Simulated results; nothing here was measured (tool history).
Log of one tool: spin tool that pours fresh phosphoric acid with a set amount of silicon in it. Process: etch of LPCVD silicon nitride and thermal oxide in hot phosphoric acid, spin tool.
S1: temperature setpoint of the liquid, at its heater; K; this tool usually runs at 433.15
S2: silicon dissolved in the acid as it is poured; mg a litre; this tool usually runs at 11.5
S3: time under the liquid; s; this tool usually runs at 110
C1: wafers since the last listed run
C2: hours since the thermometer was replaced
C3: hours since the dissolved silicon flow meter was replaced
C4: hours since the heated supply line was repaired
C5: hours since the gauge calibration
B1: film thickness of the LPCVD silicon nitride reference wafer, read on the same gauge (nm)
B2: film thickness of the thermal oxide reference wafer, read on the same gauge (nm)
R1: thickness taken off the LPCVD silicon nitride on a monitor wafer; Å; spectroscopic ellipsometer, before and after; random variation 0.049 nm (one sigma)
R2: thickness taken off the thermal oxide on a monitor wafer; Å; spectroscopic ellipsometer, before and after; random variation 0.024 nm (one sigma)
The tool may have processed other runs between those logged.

{"run": 1, "hour": 0.0, "S1": 433.15, "S2": 11.5, "S3": 110, "C1": 0, "C2": 1847, "C3": 837.9, "C4": 3074.2, "C5": 434.9, "B1": 80, "B2": 100.042, "R1": 90, "R2": 1.71}
{"run": 2, "hour": 60.2, "S1": 433.15, "S2": 11.5, "S3": 110, "C1": 586, "C2": 1907.2, "C3": 898.1, "C4": 3134.4, "C5": 495.1, "B1": 80, "B2": 99.989, "R1": 90.2, "R2": 1.76}
{"run": 3, "hour": 93.7, "S1": 432.15, "S2": 6.5, "S3": 110, "C1": 326, "C2": 1940.7, "C3": 931.6, "C4": 3167.9, "C5": 528.6, "B1": 79.98, "B2": 99.995, "R1": 87, "R2": 2.2}
{"run": 4, "hour": 147.6, "S1": 432.15, "S2": 6.5, "S3": 110, "C1": 525, "C2": 1994.6, "C3": 985.5, "C4": 3221.8, "C5": 582.5, "B1": 80.02, "B2": 100, "R1": 85.7, "R2": 1.99}
{"run": 5, "hour": 189.4, "S1": 432.15, "S2": 6.5, "S3": 110, "C1": 407, "C2": 2036.4, "C3": 1027.3, "C4": 3263.6, "C5": 624.3, "B1": 80, "B2": 99.995, "R1": 86.3, "R2": 2.01}
{"run": 6, "hour": 236.9, "S1": 433.15, "S2": 11.5, "S3": 110, "C1": 462, "C2": 2083.9, "C3": 1074.8, "C4": 3311.1, "C5": 671.8, "B1": 79.99, "B2": 99.997, "R1": 88.2, "R2": 1.66}
{"hour": 271.6, "done": "gauge calibrated"}
{"run": 7, "hour": 283.7, "S1": 433.15, "S2": 14, "S3": 110, "C1": 456, "C2": 2130.7, "C3": 1121.6, "C4": 3357.9, "C5": 12.1, "B1": 80.02, "B2": 99.989, "R1": 89.1, "R2": 1.66}
{"hour": 311.7, "done": "thermometer replaced"}
{"run": 8, "hour": 333.2, "S1": 433.15, "S2": 14, "S3": 110, "C1": 472, "C2": 21.5, "C3": 1171.1, "C4": 3407.4, "C5": 61.6, "B1": 79.96, "B2": 100.013, "R1": 88.8, "R2": 1.6}
{"run": 9, "hour": 365.5, "S1": 433.15, "S2": 14, "S3": 110, "C1": 314, "C2": 53.8, "C3": 1203.4, "C4": 3439.7, "C5": 93.9, "B1": 80.02, "B2": 99.987, "R1": 88, "R2": 1.7}
{"hour": 421.2, "done": "heated supply line repaired"}
{"run": 10, "hour": 431.6, "S1": 433.15, "S2": 11.5, "S3": 150, "C1": 634, "C2": 119.9, "C3": 1269.5, "C4": 10.4, "C5": 160, "B1": 80.01, "B2": 100.015, "R1": 139.2, "R2": 3.15}
{"hour": 463.8, "done": "dissolved silicon flow meter replaced"}
{"run": 11, "hour": 494.8, "S1": 433.15, "S2": 11.5, "S3": 110, "C1": 606, "C2": 183.1, "C3": 31, "C4": 73.6, "C5": 223.2, "B1": 80.04, "B2": 100.016, "R1": 101.2, "R2": 2.53}
{"run": 12, "hour": 539.5, "S1": 434.65, "S2": 11.5, "S3": 110, "C1": 435, "C2": 227.8, "C3": 75.7, "C4": 118.3, "C5": 267.9, "B1": 80, "B2": 99.992, "R1": 106.8, "R2": 2.94}
{"run": 13, "hour": 563.5, "S1": 430.15, "S2": 11.5, "S3": 90, "C1": 233, "C2": 251.8, "C3": 99.7, "C4": 142.3, "C5": 291.9, "B1": 80.02, "B2": 100.008, "R1": 74, "R2": 1.76}
{"run": 14, "hour": 605.8, "S1": 435.65, "S2": 6, "S3": 135, "C1": 412, "C2": 294.1, "C3": 142, "C4": 184.6, "C5": 334.2, "B1": 80.02, "B2": 100.029, "R1": 134.3, "R2": 3.82}
{"run": 15, "hour": 672.8, "S1": 433.15, "S2": 11.5, "S3": 130, "C1": 653, "C2": 361.1, "C3": 209, "C4": 251.6, "C5": 401.2, "B1": 80.01, "B2": 100.021, "R1": 119.5, "R2": 2.57}
{"run": 16, "hour": 731.3, "S1": 433.15, "S2": 11.5, "S3": 165, "C1": 570, "C2": 419.6, "C3": 267.5, "C4": 310.1, "C5": 459.7, "B1": 79.94, "B2": 99.977, "R1": 150.1, "R2": 3.65}
{"run": 17, "hour": 776.8, "S1": 435.15, "S2": 20, "S3": 65, "C1": 443, "C2": 465.1, "C3": 313, "C4": 355.6, "C5": 505.2, "B1": 79.97, "B2": 99.984, "R1": 63.9, "R2": 1.36}
{"run": 18, "hour": 822.6, "S1": 432.15, "S2": 9, "S3": 70, "C1": 446, "C2": 510.9, "C3": 358.8, "C4": 401.4, "C5": 551, "B1": 80.01, "B2": 99.976, "R1": 61.7, "R2": 1.42}

4 options for the next run, each taken on its own from the tool as it stands now. Forecast them:
{"run": "A", "hour": 823.0, "S1": 433.15, "S2": 11.5, "S3": 110, "C1": 3, "C2": 511.3, "C3": 359.2, "C4": 401.8, "C5": 551.4, "B1": "?", "B2": "?", "R1": "?", "R2": "?"}
{"run": "B", "hour": 823.0, "S1": 436.15, "S2": 5.5, "S3": 160, "C1": 3, "C2": 511.3, "C3": 359.2, "C4": 401.8, "C5": 551.4, "B1": "?", "B2": "?", "R1": "?", "R2": "?"}
{"run": "C", "hour": 823.0, "S1": 431.15, "S2": 6.5, "S3": 90, "C1": 3, "C2": 511.3, "C3": 359.2, "C4": 401.8, "C5": 551.4, "B1": "?", "B2": "?", "R1": "?", "R2": "?"}
{"run": "D", "hour": 823.0, "S1": 435.65, "S2": 11.5, "S3": 155, "C1": 3, "C2": 511.3, "C3": 359.2, "C4": 401.8, "C5": 551.4, "B1": "?", "B2": "?", "R1": "?", "R2": "?"}

run=A B1=80.03 B2=100.011 R1=99.6 R2=2.1
run=B B1=80.03 B2=100.011 R1=160.2 R2=4.34
run=C B1=80.03 B2=100.011 R1=76.2 R2=1.65
run=D B1=80.03 B2=100.011 R1=152.6 R2=3.56
With no hidden state in the tool, these same runs would have given:
run=A R1=102.3 R2=2.23
run=B R1=164.4 R2=4.6
run=C R1=78.2 R2=1.75
run=D R1=156.7 R2=3.78
